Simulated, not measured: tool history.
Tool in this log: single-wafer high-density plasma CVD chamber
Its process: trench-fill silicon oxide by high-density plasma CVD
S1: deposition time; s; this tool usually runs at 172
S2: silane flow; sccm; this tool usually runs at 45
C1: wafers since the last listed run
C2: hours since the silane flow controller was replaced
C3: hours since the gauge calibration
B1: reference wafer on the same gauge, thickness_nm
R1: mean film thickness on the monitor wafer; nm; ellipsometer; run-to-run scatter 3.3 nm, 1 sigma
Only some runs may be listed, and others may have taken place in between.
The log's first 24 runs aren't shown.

run	hour	S1	S2	C1	C2	C3	B1	R1
25	315.2	172	45	120	4580.4	579	887.996	789.244
26	351.3	162	37	398	4616.5	615.1	887.203	658.518
27	362	198	45	118	4627.2	625.8	886.622	915.791
28	379.6	191	36	194	4644.8	643.4	888.815	775.208
# hour 390.4: gauge calibrated
29	397	201	40	192	4662.2	6.6	887.115	864.417
30	408.9	182	52	131	4674.1	18.5	888.113	915.432
31	437.6	172	40	317	4702.8	47.2	888.108	738.009
32	444.3	205	53	74	4709.5	53.9	886.174	1042.37
# hour 457.2: silane flow controller replaced
33	460.6	206	54	91	3.4	70.2	887.845	1063.937
34	477.2	147	53	183	20	86.8	887.103	756.516
35	491.5	205	42	157	34.3	101.1	885.326	898.92
36	501.7	172	45	112	44.5	111.3	887.786	789.763
37	518.9	172	47	189	61.7	128.5	886.485	818.803
38	535.9	172	45	187	78.7	145.5	888.689	786.587
39	542.5	172	45	72	85.3	152.1	886.41	789.438
40	559.8	149	54	191	102.6	169.4	886.755	771.033
41	574.2	145	52	159	117	183.8	887.519	735.762
42	590.8	172	45	183	133.6	200.4	888.086	787.626
43	607.1	172	38	180	149.9	216.7	886.614	713.775
44	616.9	172	45	108	159.7	226.5	885.145	789.743
45	631.1	201	37	156	173.9	240.7	885.713	822.488
46	637.5	172	45	70	180.3	247.1	887.004	794.84
47	648.9	172	37	125	191.7	258.5	887.242	706.328

Here are 4 independent what-if runs from the current tool condition. What would each one return?
A	649.3	143	45	4	192.1	258.9	?	?
B	649.3	206	45	4	192.1	258.9	?	?
C	649.3	151	52	4	192.1	258.9	?	?
D	649.3	140	48	4	192.1	258.9	?	?

run	B1	R1
A	886.566	657.777
B	886.566	947.567
C	886.566	761.688
D	886.566	670.644
With no hidden state in the tool, these same runs would have given:
run	R1
A	657.777
B	947.567
C	761.688
D	670.644
